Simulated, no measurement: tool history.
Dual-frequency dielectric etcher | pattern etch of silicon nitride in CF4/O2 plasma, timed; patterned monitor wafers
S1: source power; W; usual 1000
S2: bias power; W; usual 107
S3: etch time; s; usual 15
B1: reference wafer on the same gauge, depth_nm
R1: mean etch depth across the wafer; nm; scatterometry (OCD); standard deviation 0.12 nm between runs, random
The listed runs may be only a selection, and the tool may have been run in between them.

run 1 hour=0 | S1=1000 S2=107 S3=15 | B1=48.19 | R1=43.58
run 2 hour=12.2 | S1=1000 S2=107 S3=15 | B1=48.19 | R1=43.54
run 3 hour=27 | S1=1060 S2=107 S3=16.5 | B1=48.17 | R1=50.7
run 4 hour=50.2 | S1=1000 S2=107 S3=15 | B1=48.21 | R1=43.3
-- hour=60.8 bias power generator calibrated
run 5 hour=82.3 | S1=1000 S2=107 S3=15 | B1=48.17 | R1=43.47
run 6 hour=116.4 | S1=1000 S2=107 S3=15 | B1=48.14 | R1=43.34
-- hour=158.1 wet clean of the chamber
run 7 hour=158.6 | S1=880 S2=107 S3=16.5 | B1=48.19 | R1=41.83
run 8 hour=162.9 | S1=1000 S2=107 S3=15 | B1=48.21 | R1=43.26
run 9 hour=190.9 | S1=860 S2=107 S3=15 | B1=48.19 | R1=37.12
-- hour=214.3 source power generator calibrated
run 10 hour=218.8 | S1=1000 S2=107 S3=15 | B1=48.21 | R1=46.1
run 11 hour=249.3 | S1=1160 S2=81 S3=13.5 | B1=48.19 | R1=41.78
run 12 hour=351.1 | S1=1070 S2=87 S3=11 | B1=48.2 | R1=32.55
run 13 hour=427.6 | S1=1000 S2=107 S3=15 | B1=48.18 | R1=46.04
run 14 hour=472.5 | S1=1070 S2=87 S3=11 | B1=48.18 | R1=32.66
run 15 hour=498.3 | S1=1000 S2=91 S3=13 | B1=48.22 | R1=36.74
run 16 hour=515.3 | S1=1000 S2=116 S3=19 | B1=48.22 | R1=60.84
run 17 hour=534.1 | S1=830 S2=107 S3=19.5 | B1=48.2 | R1=49.67
run 18 hour=565.9 | S1=1000 S2=107 S3=15 | B1=48.2 | R1=46.02
run 19 hour=589 | S1=1070 S2=107 S3=15 | B1=48.22 | R1=49.33
-- hour=618.1 wet clean of the chamber
run 20 hour=619.5 | S1=1000 S2=107 S3=15 | B1=48.16 | R1=45.96
run 21 hour=634.7 | S1=1000 S2=107 S3=15 | B1=48.16 | R1=46.14
run 22 hour=652.2 | S1=1000 S2=107 S3=15 | B1=48.16 | R1=46.14
run 23 hour=680.4 | S1=1000 S2=107 S3=15 | B1=48.23 | R1=46.01

The next listed run, before its measurement:
run 24 hour=708.3 | S1=1000 S2=107 S3=15 | B1=? | R1=?

Run 24 gave B1 48.21, R1 46.13 nm.
With no hidden state in the tool, this same run would have given R1 46.12 nm.
